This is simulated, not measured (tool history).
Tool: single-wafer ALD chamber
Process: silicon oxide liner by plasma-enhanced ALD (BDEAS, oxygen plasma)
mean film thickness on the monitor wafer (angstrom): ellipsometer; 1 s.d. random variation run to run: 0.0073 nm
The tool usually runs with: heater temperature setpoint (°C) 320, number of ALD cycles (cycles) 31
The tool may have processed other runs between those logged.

run   hour  heater temperature setpoint (°C)  number of ALD cycles (cycles)  read-back reference wafer on the same gauge, thickness_nm  mean film thickness on the monitor wafer (angstrom)
  1      0                               320                             31                                                      3.116                                                29.35
  2    9.6                               320                             31                                                      3.118                                                29.31
  3   17.3                               320                             31                                                      3.115                                                 29.3
  4   30.1                               320                             31                                                      3.118                                                29.31
  5   41.3                               320                             31                                                      3.125                                                29.28
  6   52.7                               320                             31                                                      3.124                                                29.24
  7   59.3                               320                             31                                                      3.121                                                29.25
  8   67.5                               320                             31                                                      3.124                                                29.44
  9     83                               320                             31                                                      3.122                                                29.34
 10   89.3                               320                             31                                                      3.131                                                29.43
 11  105.8                               320                             31                                                      3.126                                                 29.4
 12  115.2                               320                             31                                                      3.131                                                29.37
 13  122.4                               320                             31                                                      3.133                                                 29.4
     131.5  -- gauge calibrated
       136  -- thermocouple changed; heater temperature recalibrated
 14  136.9                               328                             27                                                      3.098                                                25.08
 15  145.2                               311                             31                                                      3.096                                                29.26
 16  176.8                               313                             37                                                      3.104                                                35.23
 17  192.5                               320                             31                                                      3.104                                                29.22
 18  201.2                               320                             31                                                      3.109                                                29.18
 19    208                               320                             31                                                      3.102                                                29.21
 20  225.7                               331                             26                                                      3.108                                                24.17
 21  237.8                               335                             29                                                      3.112                                                 26.8
 22  248.6                               320                             31                                                      3.114                                                29.29
 23  258.1                               320                             31                                                      3.113                                                29.31
 24  269.6                               320                             26                                                      3.115                                                24.55
 25  277.9                               310                             36                                                      3.113                                                34.42
 26    294                               305                             26                                                      3.119                                                25.05
 27  306.4                               316                             29                                                      3.121                                                27.53
 28  318.3                               306                             31                                                      3.122                                                29.77

Predict each of these 3 candidate next runs independently; none follows another, all start after run 28:
  A  318.7                               320                             31                                                          ?                                                    ?
  B  318.7                               320                             34                                                          ?                                                    ?
  C  318.7                               325                             36                                                          ?                                                    ?

run  read-back reference wafer on the same gauge, thickness_nm  mean film thickness on the monitor wafer (angstrom)
  A                                                      3.117                                                29.35
  B                                                      3.117                                                32.19
  C                                                      3.117                                                33.87
Stripped of hidden state, with their random variation kept, the same runs would have yielded:
run  mean film thickness on the monitor wafer (angstrom)
  A                                                29.15
  B                                                31.97
  C                                                33.64
